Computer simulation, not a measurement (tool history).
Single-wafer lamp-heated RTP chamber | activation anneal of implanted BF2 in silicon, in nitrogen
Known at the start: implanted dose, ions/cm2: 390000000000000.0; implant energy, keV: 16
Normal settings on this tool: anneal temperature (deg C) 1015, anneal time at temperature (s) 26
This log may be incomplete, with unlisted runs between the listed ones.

run,hour,anneal temperature (deg C),anneal time at temperature (s),"read-back reference wafer on the same gauge, sheet resistance",sheet resistance of the implanted and annealed layer (ohm/square)
1,0.0,1015,26,292.07,294.52
2,71.5,1015,33,291.78,291.97
3,104.9,1015,33,292.03,291.49
4,219.0,1029,29,292.08,287.88
# hour 239.4: gauge calibrated
5,255.9,1029,29,291.82,288.99
6,316.4,1029,29,292.06,289.50
# hour 353.1: pyrometer window cleaned and pyrometer calibrated
7,354.1,1015,26,291.81,294.41
8,424.2,990,21,291.86,305.46
# hour 434.3: reflector plate cleaned
9,459.8,990,21,292.03,305.79
10,490.0,1038,12,291.99,294.83
11,533.2,1015,35,291.84,291.06
12,593.4,1005,26,292.12,297.76
13,654.3,1041,26,292.05,285.19
14,705.2,1015,26,291.85,293.68

3 ways to go on from here, each from the tool as it stands after run 14. What would each give?
A,705.6,1015,26,?,?
B,705.6,1007,35,?,?
C,705.6,1037,21,?,?

run,"read-back reference wafer on the same gauge, sheet resistance",sheet resistance of the implanted and annealed layer (ohm/square)
A,292.20,293.36
B,292.20,292.76
C,292.20,288.06
With the hidden condition removed and each run's random variation left untouched, the same runs would have given:
run,sheet resistance of the implanted and annealed layer (ohm/square)
A,293.36
B,292.76
C,288.06

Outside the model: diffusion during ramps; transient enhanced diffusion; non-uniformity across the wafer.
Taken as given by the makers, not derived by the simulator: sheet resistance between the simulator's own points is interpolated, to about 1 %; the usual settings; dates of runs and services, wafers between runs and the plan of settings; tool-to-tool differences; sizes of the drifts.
